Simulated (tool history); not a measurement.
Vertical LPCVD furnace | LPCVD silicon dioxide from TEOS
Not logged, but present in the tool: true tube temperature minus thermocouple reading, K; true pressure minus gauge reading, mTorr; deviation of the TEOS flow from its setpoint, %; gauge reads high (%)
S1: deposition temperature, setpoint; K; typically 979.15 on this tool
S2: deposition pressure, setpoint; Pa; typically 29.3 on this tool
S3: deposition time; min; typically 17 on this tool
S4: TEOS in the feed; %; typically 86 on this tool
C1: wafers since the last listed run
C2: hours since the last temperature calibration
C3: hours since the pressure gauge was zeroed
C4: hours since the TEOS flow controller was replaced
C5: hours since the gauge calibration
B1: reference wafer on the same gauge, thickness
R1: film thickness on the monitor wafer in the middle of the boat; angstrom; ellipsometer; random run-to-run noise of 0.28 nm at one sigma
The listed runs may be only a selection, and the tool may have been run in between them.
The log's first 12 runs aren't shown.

{"run": 13, "day": 30.388, "S1": 979.15, "S2": 29.3, "S3": 15.5, "S4": 86, "C1": 860, "C2": 60.3, "C3": 3599.2, "C4": 2349.4, "C5": 1173.3, "B1": 117.95, "R1": 1140}
{"run": 14, "day": 32.879, "S1": 979.15, "S2": 29.3, "S3": 15.5, "S4": 86, "C1": 1426, "C2": 120.1, "C3": 3659, "C4": 2409.2, "C5": 1233.1, "B1": 118, "R1": 1141.2}
{"run": 15, "day": 33.908, "S1": 979.15, "S2": 29.3, "S3": 17, "S4": 86, "C1": 589, "C2": 144.8, "C3": 3683.7, "C4": 2433.9, "C5": 1257.8, "B1": 117.98, "R1": 1254.9}
{"day": 35.883, "done": "gauge calibrated"}
{"run": 16, "day": 36.288, "S1": 979.15, "S2": 29.3, "S3": 22, "S4": 86, "C1": 1361, "C2": 201.9, "C3": 3740.8, "C4": 2491, "C5": 9.7, "B1": 118.06, "R1": 1624.9}
{"run": 17, "day": 37.421, "S1": 987.15, "S2": 25.3, "S3": 17, "S4": 86, "C1": 648, "C2": 229.1, "C3": 3768, "C4": 2518.2, "C5": 36.9, "B1": 117.96, "R1": 1393.7}
{"day": 45.638, "done": "pressure gauge zeroed"}
{"run": 18, "day": 46.404, "S1": 979.15, "S2": 29.3, "S3": 17, "S4": 86, "C1": 4569, "C2": 444.7, "C3": 18.4, "C4": 2733.8, "C5": 252.5, "B1": 118.02, "R1": 1279.3}
{"run": 19, "day": 47.85, "S1": 976.15, "S2": 24, "S3": 17, "S4": 79, "C1": 827, "C2": 479.4, "C3": 53.1, "C4": 2768.5, "C5": 287.2, "B1": 118.1, "R1": 1035.5}
{"run": 20, "day": 49.8, "S1": 973.15, "S2": 24.7, "S3": 14, "S4": 97, "C1": 1116, "C2": 526.2, "C3": 99.9, "C4": 2815.3, "C5": 334, "B1": 117.99, "R1": 895}
{"run": 21, "day": 52.429, "S1": 979.15, "S2": 29.3, "S3": 13.5, "S4": 86, "C1": 1504, "C2": 589.3, "C3": 163, "C4": 2878.4, "C5": 397.1, "B1": 118.02, "R1": 1021.1}
{"run": 22, "day": 53.883, "S1": 979.15, "S2": 29.3, "S3": 17, "S4": 86, "C1": 832, "C2": 624.2, "C3": 197.9, "C4": 2913.3, "C5": 432, "B1": 118.06, "R1": 1281.4}
{"run": 23, "day": 55.871, "S1": 986.15, "S2": 35.3, "S3": 17, "S4": 86, "C1": 1137, "C2": 671.9, "C3": 245.6, "C4": 2961, "C5": 479.7, "B1": 118.05, "R1": 1654.6}
{"run": 24, "day": 58.379, "S1": 983.15, "S2": 26.7, "S3": 17, "S4": 86, "C1": 1435, "C2": 732.1, "C3": 305.8, "C4": 3021.2, "C5": 539.9, "B1": 118.01, "R1": 1342.7}
{"day": 61.346, "done": "TEOS flow controller replaced"}
{"run": 25, "day": 61.367, "S1": 979.15, "S2": 29.3, "S3": 13.5, "S4": 86, "C1": 1137, "C2": 803.8, "C3": 377.5, "C4": 0.5, "C5": 611.6, "B1": 118.17, "R1": 1016.9}
{"run": 26, "day": 68.983, "S1": 979.15, "S2": 29.3, "S3": 17, "S4": 86, "C1": 4359, "C2": 986.6, "C3": 560.3, "C4": 183.3, "C5": 794.4, "B1": 117.99, "R1": 1285.7}
{"run": 27, "day": 70.333, "S1": 979.15, "S2": 29.3, "S3": 22.5, "S4": 86, "C1": 772, "C2": 1019, "C3": 592.7, "C4": 215.7, "C5": 826.8, "B1": 117.9, "R1": 1700.9}
{"run": 28, "day": 72.275, "S1": 989.15, "S2": 22.7, "S3": 23, "S4": 97, "C1": 1111, "C2": 1065.6, "C3": 639.3, "C4": 262.3, "C5": 873.4, "B1": 118.03, "R1": 2039.9}
{"run": 29, "day": 76.142, "S1": 979.15, "S2": 32.7, "S3": 17, "S4": 86, "C1": 2213, "C2": 1158.4, "C3": 732.1, "C4": 355.1, "C5": 966.2, "B1": 117.92, "R1": 1357.1}
{"run": 30, "day": 78.688, "S1": 979.15, "S2": 29.3, "S3": 17, "S4": 86, "C1": 1457, "C2": 1219.5, "C3": 793.2, "C4": 416.2, "C5": 1027.3, "B1": 117.97, "R1": 1280.2}

Alternative continuations, all from the tool just after run 30; predict every row:
{"run": "A", "day": 78.842, "S1": 979.15, "S2": 29.3, "S3": 23.5, "S4": 86, "C1": 88, "C2": 1223.2, "C3": 796.9, "C4": 419.9, "C5": 1031, "B1": "?", "R1": "?"}
{"run": "B", "day": 78.842, "S1": 976.15, "S2": 23.3, "S3": 17, "S4": 72, "C1": 88, "C2": 1223.2, "C3": 796.9, "C4": 419.9, "C5": 1031, "B1": "?", "R1": "?"}
{"run": "C", "day": 78.842, "S1": 989.15, "S2": 34.7, "S3": 17, "S4": 86, "C1": 88, "C2": 1223.2, "C3": 796.9, "C4": 419.9, "C5": 1031, "B1": "?", "R1": "?"}
{"run": "D", "day": 78.842, "S1": 989.15, "S2": 24.7, "S3": 11.5, "S4": 86, "C1": 88, "C2": 1223.2, "C3": 796.9, "C4": 419.9, "C5": 1031, "B1": "?", "R1": "?"}
{"run": "E", "day": 78.842, "S1": 979.15, "S2": 36, "S3": 17, "S4": 97, "C1": 88, "C2": 1223.2, "C3": 796.9, "C4": 419.9, "C5": 1031, "B1": "?", "R1": "?"}

run=A B1=118.03 R1=1781.7
run=B B1=118.03 R1=981
run=C B1=118.03 R1=1759.2
run=D B1=118.03 R1=1003.1
run=E B1=118.03 R1=1517
With no hidden state in the tool, these same runs would have given:
run=A R1=1772
run=B R1=976.2
run=C R1=1749.3
run=D R1=998.2
run=E R1=1508.2
